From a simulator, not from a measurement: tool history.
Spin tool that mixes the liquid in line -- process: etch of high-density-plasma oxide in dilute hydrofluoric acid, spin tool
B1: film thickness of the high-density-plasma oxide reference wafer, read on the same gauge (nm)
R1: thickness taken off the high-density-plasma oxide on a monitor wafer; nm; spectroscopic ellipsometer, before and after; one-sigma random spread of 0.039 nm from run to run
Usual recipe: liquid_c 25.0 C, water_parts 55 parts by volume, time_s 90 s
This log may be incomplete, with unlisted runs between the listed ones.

Run 1, hour 0.0: usual settings; B1 139.99. Result: R1 8.75 nm.
Run 2, hour 76.9: usual settings; B1 140.01. Result: R1 8.78 nm.
Run 3, hour 164.4: usual settings; B1 140.00. Result: R1 8.91 nm.
Run 4, hour 244.7: usual settings; B1 140.01. Result: R1 8.95 nm.
Run 5, hour 324.4: usual settings; B1 139.99. Result: R1 8.99 nm.
Run 6, hour 383.2: usual settings; B1 139.99. Result: R1 9.01 nm.
Run 7, hour 446.0: usual settings but liquid_c 23.5 C, water_parts 40 parts by volume; B1 140.01. Result: R1 11.89 nm.
Run 8, hour 551.8: usual settings but liquid_c 21.5 C; B1 140.00. Result: R1 7.71 nm.
Run 9, hour 667.8: usual settings but liquid_c 21.5 C; B1 139.98. Result: R1 7.84 nm.
Run 10, hour 725.3: usual settings; B1 139.99. Result: R1 8.97 nm.
Run 11, hour 793.3: usual settings but liquid_c 26.5 C; B1 140.01. Result: R1 9.63 nm.
Run 12, hour 843.4: usual settings but liquid_c 26.5 C; B1 139.98. Result: R1 9.62 nm.
Run 13, hour 898.3: usual settings but liquid_c 26.5 C; B1 140.00. Result: R1 9.77 nm.
Run 14, hour 956.5: usual settings; B1 140.01. Result: R1 8.59 nm.
Run 15, hour 1001.7: usual settings; B1 140.00. Result: R1 8.60 nm.
Run 16, hour 1257.8: usual settings but water_parts 65 parts by volume; B1 139.98. Result: R1 7.26 nm.
Run 17, hour 1348.5: usual settings; B1 140.00. Result: R1 8.70 nm.
Run 18, hour 1432.0: usual settings but liquid_c 23.0 C; B1 140.01. Result: R1 8.06 nm.
Run 19, hour 1523.7: usual settings but time_s 65 s; B1 139.99. Result: R1 6.32 nm.
Run 20, hour 1592.4: usual settings but water_parts 75 parts by volume; B1 140.00. Result: R1 6.34 nm.
Run 21, hour 1673.7: usual settings but water_parts 65 parts by volume, time_s 40 s; B1 140.02. Result: R1 3.25 nm.
Run 22, hour 1715.5: usual settings; B1 140.01. Result: R1 8.82 nm.
Run 23, hour 1809.6: usual settings but liquid_c 29.0 C, time_s 55 s; B1 139.99. Result: R1 6.31 nm.
Run 24, hour 1903.6: usual settings but liquid_c 29.5 C, water_parts 70 parts by volume, time_s 35 s; B1 140.00. Result: R1 3.17 nm.
Run 25, hour 1951.2: usual settings but liquid_c 29.0 C, water_parts 75 parts by volume, time_s 130 s; B1 140.00. Result: R1 10.73 nm.
Run 26, hour 2032.2: usual settings; B1 140.00. Result: R1 8.96 nm.
Run 27, hour 2227.8: usual settings; B1 140.03. Result: R1 8.84 nm.
Run 28, hour 2297.7: usual settings; B1 140.02. Result: R1 8.95 nm.
Run 29, hour 2364.0: usual settings but liquid_c 22.0 C, water_parts 45 parts by volume, time_s 60 s; B1 140.01. Result: R1 6.53 nm.
Run 30, hour 2428.7: usual settings but time_s 125 s; B1 140.02. Result: R1 12.45 nm.
Run 31, hour 2487.8: usual settings; B1 140.01. Result: R1 8.93 nm.
Run 32, hour 2560.5: usual settings but liquid_c 23.5 C; B1 139.99. Result: R1 8.58 nm.

Not shown: 6 entries that the log had between the listed runs. Between which runs, and how does the tool's hidden state differ before and after?
Run 7 -> run 8: hydrofluoric acid flow meter replaced (hour 470.7)
  liquid hotter than its thermometer reads (K): 1.08 -> 1.16; hydrofluoric acid flow above the setpoint (%): 2.38 -> 0.38
  measured result minus the result with no hidden state, R1: +0.80 -> +0.39 nm
Run 13 -> run 14: thermometer replaced (hour 936.0)
  liquid hotter than its thermometer reads (K): 1.43 -> 0.0563; hydrofluoric acid flow above the setpoint (%): 1.62 -> 1.83
  measured result minus the result with no hidden state, R1: +0.70 -> +0.19 nm
Run 15 -> run 16: hydrofluoric acid flow meter replaced (hour 1060.6)
  liquid hotter than its thermometer reads (K): 0.0911 -> 0.288; hydrofluoric acid flow above the setpoint (%): 2 -> 0.775
  measured result minus the result with no hidden state, R1: +0.21 -> +0.14 nm
Run 20 -> run 21: hydrofluoric acid flow meter replaced (hour 1619.1); gauge calibrated (hour 1673.4)
  liquid hotter than its thermometer reads (K): 0.545 -> 0.608; hydrofluoric acid flow above the setpoint (%): 1.98 -> 0.414
  measured result minus the result with no hidden state, R1: +0.27 -> +0.09 nm
Run 26 -> run 27: hydrofluoric acid flow meter replaced (hour 2205.5)
  liquid hotter than its thermometer reads (K): 0.883 -> 1.03; hydrofluoric acid flow above the setpoint (%): 1.7 -> 0.473
  measured result minus the result with no hidden state, R1: +0.47 -> +0.40 nm
